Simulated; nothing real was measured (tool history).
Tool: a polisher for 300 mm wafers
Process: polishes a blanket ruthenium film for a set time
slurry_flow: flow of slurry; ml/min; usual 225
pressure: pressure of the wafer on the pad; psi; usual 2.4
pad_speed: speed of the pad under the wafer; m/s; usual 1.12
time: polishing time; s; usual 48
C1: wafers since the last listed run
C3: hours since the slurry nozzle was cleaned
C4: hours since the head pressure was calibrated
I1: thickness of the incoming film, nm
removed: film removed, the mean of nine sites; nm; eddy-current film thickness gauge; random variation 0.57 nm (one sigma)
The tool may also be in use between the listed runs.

{"run": 1, "day": 0.0, "slurry_flow": 225, "pressure": 2.4, "pad_speed": 1.12, "time": 48, "C1": 0, "wafers polished on this pad": 1288, "C3": 246.1, "C4": 56.7, "I1": 331.8, "removed": 68.5}
{"run": 2, "day": 2.592, "slurry_flow": 225, "pressure": 2.4, "pad_speed": 1.12, "time": 48, "C1": 545, "wafers polished on this pad": 1833, "C3": 308.3, "C4": 118.9, "I1": 330.3, "removed": 71.1}
{"day": 2.938, "done": "slurry nozzle cleaned"}
{"run": 3, "day": 4.679, "slurry_flow": 225, "pressure": 2.4, "pad_speed": 1.12, "time": 48, "C1": 430, "wafers polished on this pad": 2264, "C3": 41.8, "C4": 169, "I1": 323.2, "removed": 69.4}
{"day": 5.004, "done": "worn pad replaced by a new one"}
{"run": 4, "day": 7.483, "slurry_flow": 225, "pressure": 2, "pad_speed": 1.12, "time": 48, "C1": 554, "wafers polished on this pad": 521, "C3": 109.1, "C4": 236.3, "I1": 328.9, "removed": 59.2}
{"run": 5, "day": 10.467, "slurry_flow": 225, "pressure": 2, "pad_speed": 1.12, "time": 48, "C1": 627, "wafers polished on this pad": 1148, "C3": 180.7, "C4": 307.9, "I1": 325.8, "removed": 60.1}
{"run": 6, "day": 11.533, "slurry_flow": 225, "pressure": 2, "pad_speed": 1.12, "time": 48, "C1": 224, "wafers polished on this pad": 1373, "C3": 206.3, "C4": 333.5, "I1": 329.9, "removed": 60}
{"run": 7, "day": 14.025, "slurry_flow": 225, "pressure": 2.4, "pad_speed": 1.2, "time": 55, "C1": 524, "wafers polished on this pad": 1897, "C3": 266.1, "C4": 393.3, "I1": 330.4, "removed": 85.7}
{"run": 8, "day": 16.325, "slurry_flow": 225, "pressure": 2.4, "pad_speed": 1.12, "time": 48, "C1": 483, "wafers polished on this pad": 2381, "C3": 321.3, "C4": 448.5, "I1": 328, "removed": 70.9}
{"day": 16.65, "done": "slurry nozzle cleaned"}
{"day": 18.454, "done": "worn pad replaced by a new one"}
{"run": 9, "day": 19.025, "slurry_flow": 225, "pressure": 2.4, "pad_speed": 1.12, "time": 48, "C1": 524, "wafers polished on this pad": 120, "C3": 57, "C4": 513.3, "I1": 331.4, "removed": 72.9}
{"run": 10, "day": 21.329, "slurry_flow": 225, "pressure": 2.4, "pad_speed": 1.12, "time": 48, "C1": 484, "wafers polished on this pad": 604, "C3": 112.3, "C4": 568.6, "I1": 330.7, "removed": 70.4}
{"run": 11, "day": 22.683, "slurry_flow": 225, "pressure": 2.4, "pad_speed": 1.12, "time": 48, "C1": 284, "wafers polished on this pad": 889, "C3": 144.8, "C4": 601.1, "I1": 327.2, "removed": 71.4}
{"run": 12, "day": 24.321, "slurry_flow": 225, "pressure": 2.4, "pad_speed": 1.12, "time": 48, "C1": 344, "wafers polished on this pad": 1234, "C3": 184.1, "C4": 640.4, "I1": 335.2, "removed": 71.4}
{"day": 24.871, "done": "head pressure recalibrated"}
{"run": 13, "day": 25.95, "slurry_flow": 225, "pressure": 2.4, "pad_speed": 1.12, "time": 48, "C1": 325, "wafers polished on this pad": 1559, "C3": 223.2, "C4": 25.9, "I1": 334.1, "removed": 69.6}
{"run": 14, "day": 27.1, "slurry_flow": 225, "pressure": 2.4, "pad_speed": 1.12, "time": 48, "C1": 241, "wafers polished on this pad": 1801, "C3": 250.8, "C4": 53.5, "I1": 334.7, "removed": 70.3}
{"run": 15, "day": 29.962, "slurry_flow": 225, "pressure": 2.4, "pad_speed": 1.12, "time": 48, "C1": 602, "wafers polished on this pad": 2403, "C3": 319.5, "C4": 122.2, "I1": 331.4, "removed": 69.7}
{"day": 30.008, "done": "slurry nozzle cleaned"}
{"day": 31.192, "done": "worn pad replaced by a new one"}
{"run": 16, "day": 32.333, "slurry_flow": 225, "pressure": 2.4, "pad_speed": 1.12, "time": 48, "C1": 454, "wafers polished on this pad": 240, "C3": 55.8, "C4": 179.1, "I1": 326.7, "removed": 70.8}
{"run": 17, "day": 35.2, "slurry_flow": 165, "pressure": 2.8, "pad_speed": 1.12, "time": 61, "C1": 603, "wafers polished on this pad": 843, "C3": 124.6, "C4": 247.9, "I1": 330.4, "removed": 97.8}
{"run": 18, "day": 37.383, "slurry_flow": 190, "pressure": 2.4, "pad_speed": 1.12, "time": 48, "C1": 459, "wafers polished on this pad": 1302, "C3": 177, "C4": 300.3, "I1": 334.6, "removed": 69.3}
{"run": 19, "day": 39.704, "slurry_flow": 225, "pressure": 2.4, "pad_speed": 1.12, "time": 48, "C1": 488, "wafers polished on this pad": 1790, "C3": 232.7, "C4": 356, "I1": 327, "removed": 71.9}
{"day": 40.988, "done": "slurry nozzle cleaned"}
{"run": 20, "day": 41.433, "slurry_flow": 225, "pressure": 2.4, "pad_speed": 1.12, "time": 48, "C1": 354, "wafers polished on this pad": 2145, "C3": 10.7, "C4": 397.5, "I1": 329.8, "removed": 71.5}
{"run": 21, "day": 43.358, "slurry_flow": 225, "pressure": 2.4, "pad_speed": 1.28, "time": 48, "C1": 404, "wafers polished on this pad": 2550, "C3": 56.9, "C4": 443.7, "I1": 329.3, "removed": 80}
{"day": 43.629, "done": "worn pad replaced by a new one"}
{"run": 22, "day": 45.167, "slurry_flow": 225, "pressure": 3.1, "pad_speed": 1.12, "time": 48, "C1": 345, "wafers polished on this pad": 323, "C3": 100.3, "C4": 487.1, "I1": 333.7, "removed": 90.9}
{"run": 23, "day": 48.05, "slurry_flow": 225, "pressure": 2, "pad_speed": 1.12, "time": 48, "C1": 606, "wafers polished on this pad": 930, "C3": 169.5, "C4": 556.3, "I1": 334.9, "removed": 59.4}
{"run": 24, "day": 49.317, "slurry_flow": 290, "pressure": 2.4, "pad_speed": 1.12, "time": 35, "C1": 266, "wafers polished on this pad": 1196, "C3": 199.9, "C4": 586.7, "I1": 326, "removed": 53.3}
{"day": 50.1, "done": "head pressure recalibrated"}
{"run": 25, "day": 50.725, "slurry_flow": 225, "pressure": 2.4, "pad_speed": 1.12, "time": 48, "C1": 278, "wafers polished on this pad": 1475, "C3": 233.7, "C4": 15, "I1": 330.3, "removed": 69.8}
{"run": 26, "day": 52.362, "slurry_flow": 225, "pressure": 2.4, "pad_speed": 1.12, "time": 61, "C1": 344, "wafers polished on this pad": 1820, "C3": 273, "C4": 54.3, "I1": 335.1, "removed": 87.3}
{"day": 53.979, "done": "slurry nozzle cleaned"}
{"run": 27, "day": 55.175, "slurry_flow": 270, "pressure": 3.1, "pad_speed": 1.46, "time": 59, "C1": 582, "wafers polished on this pad": 2402, "C3": 28.7, "C4": 121.8, "I1": 331.2, "removed": 140.1}
{"day": 56.404, "done": "worn pad replaced by a new one"}
{"run": 28, "day": 57.067, "slurry_flow": 180, "pressure": 3.1, "pad_speed": 0.94, "time": 48, "C1": 362, "wafers polished on this pad": 138, "C3": 74.1, "C4": 167.2, "I1": 329.4, "removed": 75.5}
{"run": 29, "day": 58.267, "slurry_flow": 270, "pressure": 3.1, "pad_speed": 1.46, "time": 59, "C1": 252, "wafers polished on this pad": 391, "C3": 102.9, "C4": 196, "I1": 325.5, "removed": 141.3}
{"run": 30, "day": 60.129, "slurry_flow": 275, "pressure": 2.4, "pad_speed": 1.12, "time": 48, "C1": 391, "wafers polished on this pad": 783, "C3": 147.6, "C4": 240.7, "I1": 334.6, "removed": 71.8}
{"run": 31, "day": 62.071, "slurry_flow": 225, "pressure": 2.4, "pad_speed": 0.98, "time": 48, "C1": 408, "wafers polished on this pad": 1191, "C3": 194.2, "C4": 287.3, "I1": 331.4, "removed": 62.9}
{"run": 32, "day": 63.15, "slurry_flow": 225, "pressure": 2.4, "pad_speed": 1.12, "time": 57, "C1": 227, "wafers polished on this pad": 1418, "C3": 220.1, "C4": 313.2, "I1": 332.9, "removed": 85.2}

Forecast each of these 4 alternatives for the next run:
{"run": "A", "day": 63.167, "slurry_flow": 225, "pressure": 2.4, "pad_speed": 1.12, "time": 48, "C1": 3, "wafers polished on this pad": 1422, "C3": 220.5, "C4": 313.6, "I1": 328.6, "removed": "?"}
{"run": "B", "day": 63.167, "slurry_flow": 180, "pressure": 2.4, "pad_speed": 1.36, "time": 34, "C1": 3, "wafers polished on this pad": 1422, "C3": 220.5, "C4": 313.6, "I1": 328.6, "removed": "?"}
{"run": "C", "day": 63.167, "slurry_flow": 225, "pressure": 2.4, "pad_speed": 0.74, "time": 48, "C1": 3, "wafers polished on this pad": 1422, "C3": 220.5, "C4": 313.6, "I1": 328.6, "removed": "?"}
{"run": "D", "day": 63.167, "slurry_flow": 225, "pressure": 2.4, "pad_speed": 0.84, "time": 41, "C1": 3, "wafers polished on this pad": 1422, "C3": 220.5, "C4": 313.6, "I1": 328.6, "removed": "?"}

run=A removed=71.1
run=B removed=57.7
run=C removed=50.7
run=D removed=47.9
Without the tool's hidden state the same runs would have given:
run=A removed=69.3
run=B removed=56.3
run=C removed=49.4
run=D removed=46.7

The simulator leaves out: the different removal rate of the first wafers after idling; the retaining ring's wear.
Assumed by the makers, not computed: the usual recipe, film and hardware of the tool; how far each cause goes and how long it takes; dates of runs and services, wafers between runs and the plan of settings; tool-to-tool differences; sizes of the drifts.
